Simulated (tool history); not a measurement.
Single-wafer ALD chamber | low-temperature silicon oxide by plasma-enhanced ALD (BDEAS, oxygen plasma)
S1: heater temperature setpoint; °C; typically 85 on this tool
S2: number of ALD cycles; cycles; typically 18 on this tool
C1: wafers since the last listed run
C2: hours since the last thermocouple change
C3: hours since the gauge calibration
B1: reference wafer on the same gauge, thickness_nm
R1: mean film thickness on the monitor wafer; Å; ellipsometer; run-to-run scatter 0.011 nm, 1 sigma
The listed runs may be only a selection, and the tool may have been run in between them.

run	day	S1	S2	C1	C2	C3	B1	R1
1	0	85	18	0	183.9	915.4	2.757	25.08
2	3.304	85	18	997	263.2	994.7	2.762	25.13
3	5.117	85	18	547	306.7	1038.2	2.763	25.2
4	8.058	85	18	887	377.3	1108.8	2.759	25.09
5	9.779	85	18	519	418.6	1150.1	2.762	25.21
6	11.738	85	18	591	465.6	1197.1	2.759	25.02
7	14.154	85	18	729	523.6	1255.1	2.762	25.04
8	17.192	85	18	916	596.5	1328	2.758	25.24
9	21.625	85	18	1338	702.9	1434.4	2.762	25.28
10	25.967	85	18	1310	807.1	1538.6	2.765	25.37
11	28.017	85	18	618	856.3	1587.8	2.756	25.37
12	29.55	85	20	462	893.1	1624.6	2.758	27.99
13	34	85	20	1343	999.9	1731.4	2.758	28.07
14	37.529	91	16	1065	1084.6	1816.1	2.759	22.05
15	44.917	96	21	2229	1261.9	1993.4	2.76	28.44
16	48.562	85	18	1100	1349.4	2080.9	2.764	25.3
17	51.029	99	19	744	1408.6	2140.1	2.765	25.36
18	53.396	73	18	714	1465.4	2196.9	2.764	26.48
19	56.204	85	18	847	1532.8	2264.3	2.762	25.54
# day 56.721: thermocouple changed; heater temperature recalibrated
20	57.929	80	15	420	29	2305.7	2.76	21.9
21	60.104	94	18	656	81.2	2357.9	2.757	24.77
# day 60.762: gauge calibrated
22	62.946	85	18	857	149.4	52.4	2.759	25.66

Run 23 comes next. What will it give?
23	66.275	70	19	1004	229.3	132.3	?	?

{"run 23": {"B1": 2.758, "R1": 28.57}}
On a tool with no hidden condition, and with the same random variation, this run would have come out at R1 27.91 Å.

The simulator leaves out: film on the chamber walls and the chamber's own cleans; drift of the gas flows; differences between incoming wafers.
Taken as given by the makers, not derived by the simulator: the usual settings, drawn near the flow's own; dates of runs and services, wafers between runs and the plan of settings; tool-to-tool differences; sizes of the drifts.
